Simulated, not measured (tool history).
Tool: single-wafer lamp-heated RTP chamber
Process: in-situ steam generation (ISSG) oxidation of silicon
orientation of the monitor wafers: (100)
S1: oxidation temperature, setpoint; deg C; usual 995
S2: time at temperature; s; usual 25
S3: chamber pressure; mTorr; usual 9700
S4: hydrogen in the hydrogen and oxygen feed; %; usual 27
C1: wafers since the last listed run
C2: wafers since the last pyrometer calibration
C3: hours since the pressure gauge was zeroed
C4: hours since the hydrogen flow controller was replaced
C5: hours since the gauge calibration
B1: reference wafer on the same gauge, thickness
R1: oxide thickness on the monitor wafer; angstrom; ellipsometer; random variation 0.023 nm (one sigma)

run,day,S1,S2,S3,S4,C1,C2,C3,C4,C5,B1,R1
1,0.000,995,25,9700,27,0,2671,2202.9,6962.0,374.7,6.046,53.91
2,1.600,995,18,9700,27,310,2982,2241.3,7000.4,413.1,6.049,46.80
# day 2.717: pyrometer window cleaned and pyrometer calibrated
3,5.104,995,18,9700,27,615,463,2325.4,7084.5,497.2,6.074,46.89
4,9.492,995,17,9700,27,851,1315,2430.7,7189.8,602.5,6.095,46.07
5,11.758,1004,25,9700,27,439,1755,2485.1,7244.2,656.9,6.114,57.55
6,15.154,1004,25,9700,27,659,2414,2566.6,7325.7,738.4,6.139,57.09
# day 16.558: hydrogen flow controller replaced
# day 19.204: gauge calibrated
7,19.233,1004,25,9700,27,727,3141,2664.5,64.2,0.7,6.028,56.55
# day 19.692: pyrometer window cleaned and pyrometer calibrated
8,22.504,988,31,9700,27,570,546,2743.0,142.7,79.2,6.018,58.62
9,25.633,1008,16,10200,20,607,1153,2818.1,217.8,154.3,6.025,43.06
# day 26.796: pressure gauge zeroed
10,29.717,983,35,10200,24,727,1881,70.1,315.8,252.3,6.045,58.47
11,31.242,995,19,10200,27,296,2177,106.7,352.4,288.9,6.056,47.48
# day 32.333: pyrometer window cleaned and pyrometer calibrated
12,35.400,986,29,10200,27,742,595,206.5,452.2,388.7,6.058,55.96
13,37.371,995,25,9700,27,382,978,253.8,499.5,436.0,6.075,54.89
14,39.725,995,19,9700,24,456,1435,310.3,556.0,492.5,6.080,46.87
15,42.171,1004,28,9100,31,474,1909,369.0,614.7,551.2,6.110,63.12
16,46.179,977,25,9700,32,778,2687,465.2,710.9,647.4,6.139,53.34

How the hidden state differs across the entries between the runs, from the last listed run before each to the first after it:
Between runs 2 and 3: pyrometer window cleaned and pyrometer calibrated (day 2.717)
  gauge reads high (%): 0.678 -> 1
  measured less the result without the state, R1: +0.32 -> +0.47 angstrom
Between runs 6 and 7: hydrogen flow controller replaced (day 16.558); gauge calibrated (day 19.204)
  gauge reads high (%): 2.27 -> 0.455
  measured less the result without the state, R1: +1.27 -> +0.25 angstrom
Between runs 7 and 8: pyrometer window cleaned and pyrometer calibrated (day 19.692)
  gauge reads high (%): 0.455 -> 0.482
  measured less the result without the state, R1: +0.25 -> +0.28 angstrom
Between runs 9 and 10: pressure gauge zeroed (day 26.796)
  gauge reads high (%): 0.556 -> 0.725
  measured less the result without the state, R1: +0.24 -> +0.42 angstrom
Between runs 11 and 12: pyrometer window cleaned and pyrometer calibrated (day 32.333)
  gauge reads high (%): 0.809 -> 1.1
  measured less the result without the state, R1: +0.38 -> +0.60 angstrom

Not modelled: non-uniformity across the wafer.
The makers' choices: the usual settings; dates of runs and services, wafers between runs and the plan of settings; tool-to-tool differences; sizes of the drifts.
